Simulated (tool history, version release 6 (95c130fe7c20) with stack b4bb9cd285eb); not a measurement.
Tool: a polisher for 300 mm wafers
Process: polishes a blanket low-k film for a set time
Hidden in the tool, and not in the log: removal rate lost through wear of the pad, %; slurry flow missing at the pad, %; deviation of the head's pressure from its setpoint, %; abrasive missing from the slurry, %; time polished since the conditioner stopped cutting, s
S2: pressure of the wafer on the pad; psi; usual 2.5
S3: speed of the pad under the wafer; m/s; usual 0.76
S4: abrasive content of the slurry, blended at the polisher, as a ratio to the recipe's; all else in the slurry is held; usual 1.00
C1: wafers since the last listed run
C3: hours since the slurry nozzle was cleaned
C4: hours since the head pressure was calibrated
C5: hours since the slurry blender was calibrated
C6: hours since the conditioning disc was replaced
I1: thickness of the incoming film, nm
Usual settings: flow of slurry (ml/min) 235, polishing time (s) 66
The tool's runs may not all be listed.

run 1 day=0.000 | flow_of_slurry_(ml/min)=235 S2=2.5 S3=0.82 S4=1.00 polishing_time_(s)=66 | C1=0 wafers_polished_on_this_pad=539 C3=125.9 C4=501.5 C5=204.0 C6=193.7 | I1=522.0 | film_removed_(angstrom)=244
run 2 day=3.554 | flow_of_slurry_(ml/min)=235 S2=2.5 S3=0.76 S4=1.00 polishing_time_(s)=66 | C1=709 wafers_polished_on_this_pad=1249 C3=211.2 C4=586.8 C5=289.3 C6=279.0 | I1=515.5 | film_removed_(angstrom)=236
-- day=6.383 slurry blender recalibrated
run 3 day=6.721 | flow_of_slurry_(ml/min)=235 S2=2.5 S3=0.76 S4=1.00 polishing_time_(s)=66 | C1=615 wafers_polished_on_this_pad=1864 C3=287.2 C4=662.8 C5=8.1 C6=355.0 | I1=522.1 | film_removed_(angstrom)=239
-- day=7.729 conditioning disc replaced and pad reconditioned
run 4 day=9.671 | flow_of_slurry_(ml/min)=235 S2=2.5 S3=0.76 S4=1.00 polishing_time_(s)=66 | C1=572 wafers_polished_on_this_pad=2436 C3=358.0 C4=733.6 C5=78.9 C6=46.6 | I1=515.7 | film_removed_(angstrom)=235
-- day=11.800 slurry nozzle cleaned
-- day=13.458 worn pad replaced by a new one
run 5 day=13.479 | flow_of_slurry_(ml/min)=235 S2=2.5 S3=0.76 S4=1.00 polishing_time_(s)=66 | C1=718 wafers_polished_on_this_pad=3 C3=40.3 C4=825.0 C5=170.3 C6=138.0 | I1=526.3 | film_removed_(angstrom)=229
run 6 day=15.967 | flow_of_slurry_(ml/min)=235 S2=2.5 S3=0.76 S4=1.00 polishing_time_(s)=66 | C1=496 wafers_polished_on_this_pad=500 C3=100.0 C4=884.7 C5=230.0 C6=197.7 | I1=523.4 | film_removed_(angstrom)=232
run 7 day=18.883 | flow_of_slurry_(ml/min)=235 S2=2.5 S3=0.76 S4=1.00 polishing_time_(s)=66 | C1=582 wafers_polished_on_this_pad=1082 C3=170.0 C4=954.7 C5=300.0 C6=267.7 | I1=520.0 | film_removed_(angstrom)=238
-- day=20.962 slurry blender recalibrated
-- day=21.492 conditioning disc replaced and pad reconditioned
run 8 day=22.275 | flow_of_slurry_(ml/min)=235 S2=2.5 S3=0.76 S4=1.00 polishing_time_(s)=66 | C1=643 wafers_polished_on_this_pad=1726 C3=251.4 C4=1036.1 C5=31.5 C6=18.8 | I1=516.3 | film_removed_(angstrom)=231
run 9 day=25.538 | flow_of_slurry_(ml/min)=235 S2=2.5 S3=0.76 S4=1.00 polishing_time_(s)=66 | C1=651 wafers_polished_on_this_pad=2377 C3=329.7 C4=1114.4 C5=109.8 C6=97.1 | I1=517.5 | film_removed_(angstrom)=235
run 10 day=27.642 | flow_of_slurry_(ml/min)=235 S2=2.5 S3=0.76 S4=1.00 polishing_time_(s)=66 | C1=419 wafers_polished_on_this_pad=2797 C3=380.2 C4=1164.9 C5=160.3 C6=147.6 | I1=513.6 | film_removed_(angstrom)=237
-- day=28.004 worn pad replaced by a new one
-- day=28.904 slurry nozzle cleaned
run 11 day=29.421 | flow_of_slurry_(ml/min)=235 S2=2.5 S3=0.76 S4=1.00 polishing_time_(s)=66 | C1=313 wafers_polished_on_this_pad=274 C3=12.4 C4=1207.6 C5=203.0 C6=190.3 | I1=517.0 | film_removed_(angstrom)=235
run 12 day=32.992 | flow_of_slurry_(ml/min)=235 S2=2.5 S3=0.76 S4=1.00 polishing_time_(s)=66 | C1=712 wafers_polished_on_this_pad=986 C3=98.1 C4=1293.3 C5=288.7 C6=276.0 | I1=508.5 | film_removed_(angstrom)=235
run 13 day=34.983 | flow_of_slurry_(ml/min)=235 S2=3.2 S3=0.76 S4=1.30 polishing_time_(s)=82 | C1=397 wafers_polished_on_this_pad=1384 C3=145.9 C4=1341.1 C5=336.5 C6=323.8 | I1=529.5 | film_removed_(angstrom)=394
-- day=35.871 head pressure recalibrated
-- day=35.896 slurry blender recalibrated
-- day=36.988 conditioning disc replaced and pad reconditioned
run 14 day=37.879 | flow_of_slurry_(ml/min)=260 S2=2.5 S3=0.76 S4=1.00 polishing_time_(s)=83 | C1=539 wafers_polished_on_this_pad=1923 C3=215.4 C4=48.2 C5=47.6 C6=21.4 | I1=518.6 | film_removed_(angstrom)=297
-- day=40.988 worn pad replaced by a new one
run 15 day=41.129 | flow_of_slurry_(ml/min)=235 S2=2.8 S3=0.76 S4=1.00 polishing_time_(s)=66 | C1=615 wafers_polished_on_this_pad=28 C3=293.4 C4=126.2 C5=125.6 C6=99.4 | I1=515.4 | film_removed_(angstrom)=268
run 16 day=43.975 | flow_of_slurry_(ml/min)=235 S2=2.5 S3=0.76 S4=1.25 polishing_time_(s)=47 | C1=567 wafers_polished_on_this_pad=596 C3=361.7 C4=194.5 C5=193.9 C6=167.7 | I1=526.1 | film_removed_(angstrom)=178
-- day=45.292 slurry nozzle cleaned
run 17 day=46.912 | flow_of_slurry_(ml/min)=215 S2=3.1 S3=0.52 S4=1.10 polishing_time_(s)=66 | C1=577 wafers_polished_on_this_pad=1173 C3=38.9 C4=265.0 C5=264.4 C6=238.2 | I1=523.9 | film_removed_(angstrom)=255
run 18 day=51.838 | flow_of_slurry_(ml/min)=235 S2=2.5 S3=0.68 S4=1.10 polishing_time_(s)=66 | C1=982 wafers_polished_on_this_pad=2156 C3=157.1 C4=383.2 C5=382.6 C6=356.4 | I1=514.5 | film_removed_(angstrom)=228
-- day=52.317 slurry blender recalibrated
-- day=52.450 conditioning disc replaced and pad reconditioned
run 19 day=54.042 | flow_of_slurry_(ml/min)=235 S2=2.5 S3=0.76 S4=1.00 polishing_time_(s)=57 | C1=406 wafers_polished_on_this_pad=2563 C3=210.0 C4=436.1 C5=41.4 C6=38.2 | I1=524.6 | film_removed_(angstrom)=207
-- day=55.025 worn pad replaced by a new one
run 20 day=56.292 | flow_of_slurry_(ml/min)=260 S2=2.5 S3=0.76 S4=1.00 polishing_time_(s)=83 | C1=415 wafers_polished_on_this_pad=252 C3=264.0 C4=490.1 C5=95.4 C6=92.2 | I1=509.9 | film_removed_(angstrom)=299
-- day=60.058 slurry nozzle cleaned
run 21 day=60.338 | flow_of_slurry_(ml/min)=265 S2=3.2 S3=0.62 S4=1.25 polishing_time_(s)=66 | C1=799 wafers_polished_on_this_pad=1051 C3=6.7 C4=587.2 C5=192.5 C6=189.3 | I1=512.4 | film_removed_(angstrom)=287
run 22 day=63.921 | flow_of_slurry_(ml/min)=180 S2=2.5 S3=0.76 S4=1.00 polishing_time_(s)=66 | C1=715 wafers_polished_on_this_pad=1767 C3=92.7 C4=673.2 C5=278.5 C6=275.3 | I1=524.5 | film_removed_(angstrom)=220
-- day=67.433 conditioning disc replaced and pad reconditioned
-- day=67.808 worn pad replaced by a new one
-- day=69.058 slurry blender recalibrated
run 23 day=71.679 | flow_of_slurry_(ml/min)=235 S2=2.5 S3=0.76 S4=1.00 polishing_time_(s)=66 | C1=1481 wafers_polished_on_this_pad=755 C3=278.9 C4=859.4 C5=62.9 C6=101.9 | I1=514.1 | film_removed_(angstrom)=237

What the log doesn't show, run by run:
removal rate lost through wear of the pad, %: 0 in every run
slurry flow missing at the pad, %: 0 in every run
deviation of the head's pressure from its setpoint, %: 0 in every run
abrasive missing from the slurry, %: 0 in every run
time polished since the conditioner stopped cutting, s: 0 in every run

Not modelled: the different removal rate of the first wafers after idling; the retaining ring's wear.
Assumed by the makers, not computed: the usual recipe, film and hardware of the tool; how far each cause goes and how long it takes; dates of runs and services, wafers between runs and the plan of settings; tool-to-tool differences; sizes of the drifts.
